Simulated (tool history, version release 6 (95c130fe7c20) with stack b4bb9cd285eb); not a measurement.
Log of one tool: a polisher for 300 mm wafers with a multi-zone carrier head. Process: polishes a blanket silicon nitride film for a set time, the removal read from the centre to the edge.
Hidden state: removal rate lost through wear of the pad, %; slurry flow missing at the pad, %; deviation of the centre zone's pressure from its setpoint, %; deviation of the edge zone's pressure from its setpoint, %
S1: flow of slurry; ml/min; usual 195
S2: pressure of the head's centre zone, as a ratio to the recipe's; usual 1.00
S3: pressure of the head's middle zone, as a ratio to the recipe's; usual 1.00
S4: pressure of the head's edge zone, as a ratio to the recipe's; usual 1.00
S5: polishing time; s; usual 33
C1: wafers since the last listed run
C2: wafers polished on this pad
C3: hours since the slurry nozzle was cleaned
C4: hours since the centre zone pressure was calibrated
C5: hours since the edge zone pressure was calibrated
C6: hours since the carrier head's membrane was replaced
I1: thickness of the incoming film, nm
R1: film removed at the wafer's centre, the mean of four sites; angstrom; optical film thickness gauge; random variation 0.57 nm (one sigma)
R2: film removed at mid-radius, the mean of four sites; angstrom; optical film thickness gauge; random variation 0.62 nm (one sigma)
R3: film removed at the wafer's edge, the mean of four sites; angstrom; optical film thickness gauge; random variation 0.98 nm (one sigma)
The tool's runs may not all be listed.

run     day   S1    S2    S3    S4  S5   C1    C2     C3     C4      C5     C6     I1   R1   R2   R3
  1   0.000  195  1.00  0.96  1.00  27    0   648   49.0  651.9  1295.0  907.1  596.3  557  552  557
  2   0.508  195  1.00  1.08  1.00  33  128   777   61.2  664.1  1307.2  919.3  577.3  691  735  677
  3   0.996  195  1.00  1.00  1.00  28  123   901   72.9  675.8  1318.9  931.0  587.1  586  587  562
      1.817  -- worn pad replaced by a new one
      2.317  -- carrier head's membrane replaced by a new one
  4   2.554  235  1.00  1.06  0.92  33  300   133  110.3  713.2  1356.3    5.7  590.9  706  746  664
  5   2.875  195  1.12  0.94  1.08  30   81   215  118.0  720.9  1364.0   13.4  602.6  687  598  625
  6   3.162  195  1.00  1.00  1.00  33   72   288  124.9  727.8  1370.9   20.3  586.0  678  695  658
  7   3.750  195  1.00  0.93  1.09  39  149   437  139.0  741.9  1385.0   34.4  589.4  796  766  834
      4.283  -- edge zone pressure recalibrated
  8   4.325  260  1.11  1.00  1.00  33  124   561  152.8  755.7     1.0   48.2  580.2  782  724  688
      4.558  -- centre zone pressure recalibrated
  9   4.850  195  1.00  1.00  1.00  33  112   673  165.4    7.0    13.6   60.8  593.8  677  686  684
 10   5.750  195  1.00  1.00  1.00  24  228   902  187.0   28.6    35.2   82.4  585.1  498  505  475
 11   6.475  265  1.00  1.00  1.07  33  183  1086  204.4   46.0    52.6   99.8  586.7  701  723  725
      6.654  -- worn pad replaced by a new one
 12   7.004  195  1.00  1.00  1.00  33   91    88  217.1   58.7    65.3  112.5  583.1  675  688  675
 13   7.375  195  1.00  0.92  0.92  33   94   182  226.0   67.6    74.2  121.4  599.8  674  636  625
 14   7.642  170  1.00  1.09  1.00  26   67   250  232.4   74.0    80.6  127.8  591.4  519  573  515
 15   7.912  195  1.12  0.94  1.08  30   68   319  238.9   80.5    87.1  134.3  587.2  681  600  613
 16   8.321  220  1.06  1.00  1.00  42  103   422  248.7   90.3    96.9  144.1  581.3  928  894  862
 17   8.812  195  1.00  1.00  1.00  33  124   547  260.5  102.1   108.7  155.9  595.8  668  674  674
 18   9.429  265  1.00  1.00  1.07  33  156   704  275.3  116.9   123.5  170.7  595.4  696  711  702
 19   9.817  195  0.89  1.00  1.10  33   98   802  284.6  126.2   132.8  180.0  597.4  598  675  704
 20  10.388  195  1.00  1.00  0.89  21  144   947  298.3  139.9   146.5  193.7  593.6  428  430  403
 21  10.725  195  1.00  1.07  1.00  33   85  1032  306.4  148.0   154.6  201.8  589.5  672  719  675
     11.025  -- worn pad replaced by a new one
 22  11.438  195  1.00  1.00  1.00  33  138   104  323.5  165.1   171.7  218.9  584.0  675  685  688

5 ways to go on from here, each from the tool as it stands after run 22. What would each give?
  A  11.454  195  1.00  1.00  1.00  33   4  109  323.9  165.5  172.1  219.3  580.9   ?   ?   ?
  B  11.454  195  1.00  0.96  1.00  36   4  109  323.9  165.5  172.1  219.3  580.9   ?   ?   ?
  C  11.454  150  1.00  1.00  1.05  33   4  109  323.9  165.5  172.1  219.3  580.9   ?   ?   ?
  D  11.454  130  1.04  1.09  0.90  33   4  109  323.9  165.5  172.1  219.3  580.9   ?   ?   ?
  E  11.454  260  1.00  1.00  1.00  37   4  109  323.9  165.5  172.1  219.3  580.9   ?   ?   ?

run   R1   R2   R3
  A  657  681  652
  B  716  718  711
  C  622  649  645
  D  622  677  585
  E  773  798  754
Without the tool's hidden state the same runs would have given:
run   R1   R2   R3
  A  683  705  668
  B  744  743  729
  C  653  677  664
  D  657  711  606
  E  796  819  769
